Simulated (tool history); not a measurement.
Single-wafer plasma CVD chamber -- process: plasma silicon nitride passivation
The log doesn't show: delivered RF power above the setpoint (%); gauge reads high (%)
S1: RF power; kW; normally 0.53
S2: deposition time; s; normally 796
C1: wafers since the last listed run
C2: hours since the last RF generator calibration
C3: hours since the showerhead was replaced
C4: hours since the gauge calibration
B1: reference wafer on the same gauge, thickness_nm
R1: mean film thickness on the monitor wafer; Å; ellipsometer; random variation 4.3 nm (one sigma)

run	day	S1	S2	C1	C2	C3	C4	B1	R1
1	0	0.53	796	0	1240.8	4517.3	433.2	1139.218	11586.71
2	2.721	0.53	796	166	1306.1	4582.6	498.5	1139.571	11464.64
3	5.542	0.53	796	173	1373.8	4650.3	566.2	1139.888	11454.46
4	8.446	0.595	915	178	1443.5	4720	635.9	1140.487	13888.42
5	11.358	0.595	915	178	1513.4	4789.9	705.8	1139.431	13898.73
6	13.008	0.595	915	101	1553	4829.5	745.4	1139.84	13913.52
# day 13.483: gauge calibrated
7	14.4	0.53	834	85	1586.4	4862.9	22	1138.55	12031.03
# day 16.242: RF generator calibrated
8	16.262	0.53	834	93	0.5	4907.6	66.7	1140.292	12494.22
# day 17.942: showerhead replaced
9	17.962	0.53	834	83	41.3	0.5	107.5	1139.624	12430.33
10	19.342	0.53	796	84	74.4	33.6	140.6	1139.56	11883.55
11	20.946	0.53	796	98	112.9	72.1	179.1	1139.716	11900.19
12	23.221	0.46	950	139	167.5	126.7	233.7	1140.486	13064.03
13	25.838	0.495	693	160	230.3	189.5	296.5	1139.4	9949.73
14	27.771	0.49	674	118	276.7	235.9	342.9	1140.105	9590.09
15	28.992	0.58	838	74	306	265.2	372.2	1139.937	12941.43
16	30.95	0.63	677	120	353	312.2	419.2	1139.698	10864.91
17	32.488	0.53	796	94	389.9	349.1	456.1	1140.688	11673.6
18	34.146	0.565	917	101	429.7	388.9	495.9	1141.221	13866.11
19	35.95	0.6	687	110	473	432.2	539.2	1140.203	10634.28
20	38.833	0.53	796	176	542.2	501.4	608.4	1139.623	11675.09

Across each entry between runs, compare the hidden state at the last listed run before it with the hidden state at the first listed run after it:
Logged between run 6 and run 7: gauge calibrated (day 13.483)
  delivered RF power above the setpoint (%): -8.23 -> -8.27
  measured minus no-state result, R1: -591.95 -> -514.43 Å
Logged between run 7 and run 8: RF generator calibrated (day 16.242)
  delivered RF power above the setpoint (%): -8.27 -> -0.233
  measured minus no-state result, R1: -514.43 -> -13.82 Å
Logged between run 8 and run 9: showerhead replaced (day 17.942)
  delivered RF power above the setpoint (%): -0.233 -> -0.754
  measured minus no-state result, R1: -13.82 -> -44.65 Å
